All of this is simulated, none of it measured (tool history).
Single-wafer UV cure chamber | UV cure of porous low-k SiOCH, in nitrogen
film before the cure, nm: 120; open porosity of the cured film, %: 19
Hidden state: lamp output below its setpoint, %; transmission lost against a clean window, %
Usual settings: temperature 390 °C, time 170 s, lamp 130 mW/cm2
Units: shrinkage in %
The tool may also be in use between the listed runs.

run,hour,temperature,time,lamp,wafers since the last listed run,hours since the UV bulbs were replaced,wafers since the quartz window was cleaned,shrinkage
1,0,390,250,130,0,1825.7,1609,10.418
# hour 10: quartz window cleaned
2,34.9,390,250,130,252,1860.6,233,11.83
3,49.4,390,250,130,136,1875.1,369,11.386
4,73.8,390,170,130,228,1899.5,598,9.398
5,105.8,390,170,130,300,1931.5,898,9.256
6,121,390,130,151,142,1946.7,1040,8.904
7,155.9,403,170,141,327,1981.6,1368,9.643
8,187.5,403,170,141,296,2013.2,1664,9.479
# hour 196.6: quartz window cleaned
9,202.3,403,170,141,63,2028,53,10.384
10,226.9,390,220,142,230,2052.6,283,11.086
11,248.7,390,220,142,204,2074.4,488,11.131
12,279.6,390,170,130,289,2105.3,778,9.262
13,312.9,390,170,130,312,2138.6,1090,9.131
14,335.9,390,170,130,215,2161.6,1306,9.142
# hour 414.2: quartz window cleaned
15,427.9,390,170,130,787,2253.6,128,9.911
16,452.8,390,235,144,233,2278.5,361,11.14
17,472.9,403,130,90,188,2298.6,550,7.1
18,496.9,390,230,108,225,2322.6,775,9.716
19,509.9,400,170,130,121,2335.6,897,9.263
20,528,390,270,154,169,2353.7,1067,12.217
21,558.8,399,120,103,288,2384.5,1355,6.822
22,594.4,403,135,169,333,2420.1,1689,9.463
# hour 622.7: quartz window cleaned
23,623.2,409,120,130,195,2448.9,4,8.736
# hour 645.3: UV bulbs replaced
24,661.4,390,170,165,283,16.1,287,12.159
25,692.7,374,230,96,293,47.4,581,11.031
26,751.6,374,200,109,552,106.3,1133,10.406
27,781.9,390,265,96,284,136.6,1417,11.255
# hour 832.6: quartz window cleaned
28,835.1,390,170,142,423,189.8,23,11.901
29,863.9,376,255,115,270,218.6,293,12.088
30,896.6,390,170,99,306,251.3,600,9.36
31,908.8,390,170,130,114,263.5,715,10.615
32,932.6,376,255,115,223,287.3,938,11.523
33,965.4,390,170,130,307,320.1,1246,10.413

Hidden state or all else? Some run-to-run changes of shrinkage, split into what the settings, what came in and random variation would give without the hidden state, and what is left for the hidden state (with any gauge scatter that isn't in both results):
Run 8 -> 9: quartz window cleaned. shrinkage +0.905 %: hidden state +0.89, all else +0.015.
Run 16 -> 17: temperature 390 -> 403, time 235 -> 130, lamp 144 -> 90. shrinkage -4.04 %: hidden state +0.045, all else -4.085.
Run 20 -> 21: temperature 390 -> 399, time 270 -> 120, lamp 154 -> 103. shrinkage -5.395 %: hidden state +0.392, all else -5.787.
Run 22 -> 23: temperature 403 -> 409, time 135 -> 120, lamp 169 -> 130, quartz window cleaned. shrinkage -0.727 %: hidden state +1.094, all else -1.821.
Run 23 -> 24: temperature 409 -> 390, time 120 -> 170, lamp 130 -> 165, UV bulbs replaced. shrinkage +3.423 %: hidden state +1.286, all else +2.137.
